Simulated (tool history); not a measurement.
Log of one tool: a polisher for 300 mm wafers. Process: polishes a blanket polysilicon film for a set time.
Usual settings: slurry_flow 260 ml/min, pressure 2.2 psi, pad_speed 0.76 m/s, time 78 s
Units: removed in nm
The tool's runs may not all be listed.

| run | day | slurry_flow | pressure | pad_speed | time | incoming thickness of the incoming film, nm | removed |
|---|---|---|---|---|---|---|---|
| 1 | 0 | 260 | 2.2 | 0.76 | 78 | 2240.1 | 344.4 |
| 2 | 0.846 | 200 | 2.2 | 0.58 | 78 | 2303.2 | 254.1 |
| 3 | 1.367 | 200 | 2.2 | 0.58 | 78 | 2239.5 | 253.8 |
| 4 | 2.738 | 200 | 2.2 | 0.58 | 78 | 2224.9 | 247.1 |
| 5 | 3.754 | 260 | 2.2 | 0.76 | 78 | 2232.1 | 340.9 |
|  | 4.158 | worn pad replaced by a new one |
| 6 | 4.846 | 260 | 2.2 | 0.76 | 78 | 2262.4 | 340 |
| 7 | 5.55 | 295 | 2.2 | 0.76 | 90 | 2265.1 | 394.9 |
| 8 | 6.467 | 295 | 2.6 | 1 | 105 | 2280.3 | 703.5 |
|  | 7.062 | slurry nozzle cleaned |
|  | 8.258 | head pressure recalibrated |
|  | 8.808 | worn pad replaced by a new one |
| 9 | 10.379 | 260 | 2.2 | 0.76 | 78 | 2235.9 | 338.5 |
| 10 | 11.404 | 260 | 2.2 | 0.62 | 98 | 2246.9 | 348.2 |
| 11 | 12.362 | 260 | 2.2 | 0.76 | 78 | 2267.5 | 339.3 |
|  | 12.642 | worn pad replaced by a new one |
| 12 | 13.717 | 205 | 2.9 | 0.76 | 78 | 2254.6 | 414.8 |
| 13 | 14.904 | 325 | 2.6 | 0.52 | 55 | 2264.7 | 189.8 |
| 14 | 15.892 | 220 | 2.2 | 0.94 | 94 | 2261.9 | 494.8 |

4 ways to go on from here, each from the tool as it stands after run 14. What would each give?
| A | 15.908 | 260 | 2.2 | 0.76 | 78 | 2272.7 | ? |
| B | 15.908 | 225 | 2.7 | 0.9 | 67 | 2272.7 | ? |
| C | 15.908 | 260 | 2.2 | 0.76 | 92 | 2272.7 | ? |
| D | 15.908 | 305 | 2.6 | 0.52 | 69 | 2272.7 | ? |

| run | removed |
|---|---|
| A | 335 |
| B | 396.5 |
| C | 395.1 |
| D | 233.9 |
Without the tool's hidden state the same runs would have given:
| run | removed |
|---|---|
| A | 335 |
| B | 396.5 |
| C | 395.1 |
| D | 233.9 |
